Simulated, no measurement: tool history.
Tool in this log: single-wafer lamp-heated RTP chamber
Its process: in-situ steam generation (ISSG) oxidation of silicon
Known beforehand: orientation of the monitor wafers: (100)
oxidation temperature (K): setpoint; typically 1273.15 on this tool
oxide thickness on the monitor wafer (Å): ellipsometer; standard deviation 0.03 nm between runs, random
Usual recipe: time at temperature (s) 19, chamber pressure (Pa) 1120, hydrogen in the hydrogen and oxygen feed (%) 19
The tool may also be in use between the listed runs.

run	hour	oxidation temperature (K)	time at temperature (s)	chamber pressure (Pa)	hydrogen in the hydrogen and oxygen feed (%)	read-back reference wafer on the same gauge, thickness	oxide thickness on the monitor wafer (Å)
1	0	1273.15	19	1120	19	4.687	53.96
2	58.6	1273.15	19	1120	19	4.692	54.62
3	124.5	1273.15	19	1120	19	4.691	54.07
4	162.8	1273.15	19	1120	19	4.69	54.04
# hour 172: pyrometer window cleaned and pyrometer calibrated
5	212.7	1273.15	19	1120	19	4.69	54.41
6	269.2	1273.15	19	1120	19	4.694	54.5
7	298.2	1273.15	19	1120	19	4.69	53.35
8	322.7	1273.15	19	1120	19	4.696	54.52
9	356.4	1273.15	19	1120	19	4.69	54.24
10	403.4	1273.15	19	1120	19	4.686	54.11
# hour 455.7: pyrometer window cleaned and pyrometer calibrated
11	472.5	1259.15	25	1120	19	4.69	58.51
12	520.5	1273.15	19	1120	14	4.694	50.89
13	553.9	1273.15	19	1187	19	4.689	53.73
# hour 604: pressure gauge zeroed
14	615.5	1273.15	19	1120	19	4.692	54.16
# hour 676.3: pyrometer window cleaned and pyrometer calibrated
15	830.5	1255.15	19	1120	14	4.689	46.67
16	877.2	1285.15	24	1120	19	4.696	64.24
17	902.9	1283.15	15	1200	19	4.692	50.51
# hour 904.1: gauge calibrated
# hour 921.2: hydrogen flow controller replaced
# hour 945.3: pyrometer window cleaned and pyrometer calibrated
18	945.8	1273.15	26	1240	19	4.693	62.24
19	990.1	1256.15	24	1213	28	4.691	61.05
20	1053.6	1273.15	19	1120	11	4.691	47.62
21	1105.8	1273.15	24	1000	19	4.691	60.34
22	1160.8	1273.15	19	1213	16	4.691	51.77

What does the tool deliver on the next run?
# hour 1175.9: pyrometer window cleaned and pyrometer calibrated
23	1196.8	1273.15	19	1120	19	?	?

{"run 23": {"read-back reference wafer on the same gauge, thickness": 4.691, "oxide thickness on the monitor wafer (Å)": 54.26}}
If the tool had no hidden condition, the same run with the same run-to-run variation would have returned oxide thickness on the monitor wafer (Å) 54.26.
